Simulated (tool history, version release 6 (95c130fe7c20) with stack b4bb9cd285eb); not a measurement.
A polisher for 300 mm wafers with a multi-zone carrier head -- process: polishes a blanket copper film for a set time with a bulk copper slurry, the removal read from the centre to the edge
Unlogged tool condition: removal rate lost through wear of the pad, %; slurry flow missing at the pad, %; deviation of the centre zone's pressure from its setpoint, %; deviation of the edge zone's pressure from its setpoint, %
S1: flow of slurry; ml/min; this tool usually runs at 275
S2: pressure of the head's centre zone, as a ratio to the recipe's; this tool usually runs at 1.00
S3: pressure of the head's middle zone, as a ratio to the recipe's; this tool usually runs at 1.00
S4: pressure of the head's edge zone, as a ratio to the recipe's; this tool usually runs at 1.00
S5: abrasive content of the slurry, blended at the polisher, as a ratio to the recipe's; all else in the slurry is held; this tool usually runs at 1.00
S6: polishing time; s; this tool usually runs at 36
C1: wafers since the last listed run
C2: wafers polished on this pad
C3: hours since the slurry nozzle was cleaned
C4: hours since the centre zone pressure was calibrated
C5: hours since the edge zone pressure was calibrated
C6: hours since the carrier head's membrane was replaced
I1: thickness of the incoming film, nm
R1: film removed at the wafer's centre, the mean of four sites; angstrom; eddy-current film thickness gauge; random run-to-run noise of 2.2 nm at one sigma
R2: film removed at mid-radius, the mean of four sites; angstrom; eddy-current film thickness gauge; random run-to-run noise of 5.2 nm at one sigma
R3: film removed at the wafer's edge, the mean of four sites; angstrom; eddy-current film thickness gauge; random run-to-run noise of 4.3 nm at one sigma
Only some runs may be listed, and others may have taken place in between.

run   hour   S1    S2    S3    S4    S5  S6   C1    C2     C3     C4     C5     C6      I1    R1    R2    R3
  1    0.0  275  1.00  1.00  1.00  1.00  36    0   775  399.8   13.8   20.9  663.1  2063.8  3313  3402  3449
  2    6.5  275  1.00  1.00  1.00  1.00  36   73   848  406.3   20.3   27.4  669.6  2058.9  3304  3349  3438
  3   13.5  275  1.06  1.00  1.00  1.00  36   79   928  413.3   27.3   34.4  676.6  2038.0  3490  3435  3494
  4   20.4  275  0.94  0.93  1.00  1.00  36   78  1006  420.2   34.2   41.3  683.5  2104.8  3171  3211  3397
      50.8  -- worn pad replaced by a new one
  5   73.3  275  1.00  1.00  1.00  1.00  36  555   255  473.1   87.1   94.2  736.4  2068.0  3288  3416  3415
  6   85.7  275  1.00  1.00  0.88  1.00  36  140   396  485.5   99.5  106.6  748.8  2107.0  3273  3365  3251
  7  101.1  275  1.00  1.00  1.00  1.00  36  175   571  500.9  114.9  122.0  764.2  2106.5  3232  3344  3417
  8  115.2  355  1.00  1.00  1.09  0.80  36  160   731  515.0  129.0  136.1  778.3  2076.8  3182  3287  3474
  9  126.4  275  1.00  0.89  1.00  1.15  47  127   858  526.2  140.2  147.3  789.5  2079.8  4360  4002  4636
     131.9  -- slurry nozzle cleaned
 10  136.4  355  0.91  1.00  1.00  1.00  36  102   961    4.5  150.2  157.3  799.5  2090.8  2950  3210  3323
 11  144.7  275  1.00  1.00  1.00  1.00  40   94  1055   12.8  158.5  165.6  807.8  2108.6  3324  3465  3579
     154.5  -- carrier head's membrane replaced by a new one
 12  162.7  275  0.96  1.00  1.00  1.15  36  147  1203   30.8  176.5  183.6    8.2  2062.7  2966  3178  3376
     178.0  -- worn pad replaced by a new one
 13  198.9  365  0.90  1.00  1.03  1.00  23  365   237   67.0  212.7  219.8   44.4  2117.6  1862  2091  2147
 14  206.8  195  1.10  1.00  1.00  0.80  36   89   327   74.9  220.6  227.7   52.3  2082.7  2701  2639  2755
 15  213.6  275  1.00  1.00  1.00  1.00  36   77   404   81.7  227.4  234.5   59.1  2073.7  2963  3017  3170
     221.5  -- slurry nozzle cleaned, repeated, since the last time left the tool worse
 16  224.6  275  1.00  1.00  1.00  1.00  36  113   518    3.1  238.4  245.5   70.1  2060.3  3435  3506  3526
 17  235.9  275  1.00  0.95  1.00  1.00  36  128   646   14.4  249.7  256.8   81.4  2077.7  3479  3450  3491
 18  242.4  335  1.00  1.00  1.07  1.00  36   73   720   20.9  256.2  263.3   87.9  2074.7  3490  3536  3738
 19  259.7  275  0.94  0.93  1.00  1.25  36  196   917   38.2  273.5  280.6  105.2  2064.9  3442  3549  3738
 20  266.6  275  1.10  1.00  1.04  1.00  32   78   995   45.1  280.4  287.5  112.1  2083.4  3302  3152  3196
 21  273.7  195  1.10  1.00  1.00  0.80  36   80  1076   52.2  287.5  294.6  119.2  2073.4  3343  3202  3176
 22  286.5  275  0.89  1.00  1.00  0.85  43  145  1221   65.0  300.3  307.4  132.0  2099.5  3580  3976  3908

Consider 4 possible next runs. They are alternatives, not a sequence: every one starts from the tool as it was left by run 22. What does each give?
  A  286.9  275  1.00  1.05  1.00  1.00  36   4  1226  65.4  300.7  307.8  132.4  2090.1   ?   ?   ?
  B  286.9  275  1.00  1.00  1.00  1.00  33   4  1226  65.4  300.7  307.8  132.4  2090.1   ?   ?   ?
  C  286.9  275  1.00  1.00  1.12  1.00  36   4  1226  65.4  300.7  307.8  132.4  2090.1   ?   ?   ?
  D  286.9  275  1.12  1.00  1.00  1.00  36   4  1226  65.4  300.7  307.8  132.4  2090.1   ?   ?   ?

run    R1    R2    R3
  A  3414  3518  3591
  B  3128  3094  3294
  C  3412  3375  3793
  D  3749  3374  3593
With the hidden condition removed and each run's random variation left untouched, the same runs would have given:
run    R1    R2    R3
  A  3419  3523  3595
  B  3133  3099  3297
  C  3418  3380  3797
  D  3755  3379  3597

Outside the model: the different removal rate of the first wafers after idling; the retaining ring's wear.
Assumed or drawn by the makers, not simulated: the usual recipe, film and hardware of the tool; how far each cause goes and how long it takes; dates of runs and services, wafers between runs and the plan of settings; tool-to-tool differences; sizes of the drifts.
